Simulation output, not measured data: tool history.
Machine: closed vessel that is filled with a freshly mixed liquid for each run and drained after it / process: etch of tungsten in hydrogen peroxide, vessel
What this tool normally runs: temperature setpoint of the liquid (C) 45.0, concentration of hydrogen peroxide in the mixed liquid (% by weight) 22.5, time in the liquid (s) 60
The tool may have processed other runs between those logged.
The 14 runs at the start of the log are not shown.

run,hour,temperature setpoint of the liquid (C),concentration of hydrogen peroxide in the mixed liquid (% by weight),time in the liquid (s),wafers since the last listed run,hours since the thermometer was replaced,hours since the peroxide flow meter was replaced,hours since the drum of peroxide was connected,hours since the gauge calibration,"read-back film thickness of the tungsten reference wafer, read on the same gauge (nm)",thickness taken off the tungsten on a monitor wafer (angstrom)
# hour 246.9: gauge calibrated
15,265.9,45.0,22.5,60,3906,847.0,144.6,145.8,19.0,110.00,840.1
16,283.1,45.0,22.5,60,2357,864.2,161.8,163.0,36.2,110.01,840.6
17,291.9,45.0,26.0,60,1206,873.0,170.6,171.8,45.0,109.99,908.0
18,300.6,45.0,22.5,60,1192,881.7,179.3,180.5,53.7,110.02,838.9
19,317.3,51.0,26.0,60,2289,898.4,196.0,197.2,70.4,109.99,1306.4
20,324.9,51.5,25.0,50,1041,906.0,203.6,204.8,78.0,110.04,1101.8
# hour 338.9: thermometer replaced
21,339.4,45.0,22.5,30,1850,0.5,218.1,219.3,92.5,110.01,391.5
22,344.8,45.0,22.5,60,740,5.9,223.5,224.7,97.9,110.02,789.6
23,353.1,45.0,22.5,60,1137,14.2,231.8,233.0,106.2,110.02,783.6
24,368.4,41.0,25.0,60,2097,29.5,247.1,248.3,121.5,110.01,638.2
25,375.4,45.0,22.5,60,959,36.5,254.1,255.3,128.5,110.01,787.1
26,388.5,53.5,17.5,90,1795,49.6,267.2,268.4,141.6,110.02,1745.7
27,419.6,40.5,22.5,45,4262,80.7,298.3,299.5,172.7,110.04,441.9
28,430.5,47.5,22.5,80,1494,91.6,309.2,310.4,183.6,109.94,1230.1
29,446.0,45.0,19.0,60,2124,107.1,324.7,325.9,199.1,109.98,722.2
30,455.5,35.5,17.5,35,1302,116.6,334.2,335.4,208.6,109.97,219.2
31,478.4,40.0,28.0,45,3138,139.5,357.1,358.3,231.5,109.99,478.9

3 ways to go on from here, each from the tool as it stands after run 31. What would each give?
A,479.1,45.0,22.5,60,95,140.2,357.8,359.0,232.2,?,?
B,479.1,54.5,25.0,50,95,140.2,357.8,359.0,232.2,?,?
C,479.1,36.0,22.5,60,95,140.2,357.8,359.0,232.2,?,?

run,"read-back film thickness of the tungsten reference wafer, read on the same gauge (nm)",thickness taken off the tungsten on a monitor wafer (angstrom)
A,110.02,786.3
B,110.02,1234.8
C,110.02,438.8
Stripped of hidden state, with their random variation kept, the same runs would have yielded:
run,thickness taken off the tungsten on a monitor wafer (angstrom)
A,795.6
B,1250.3
C,443.7
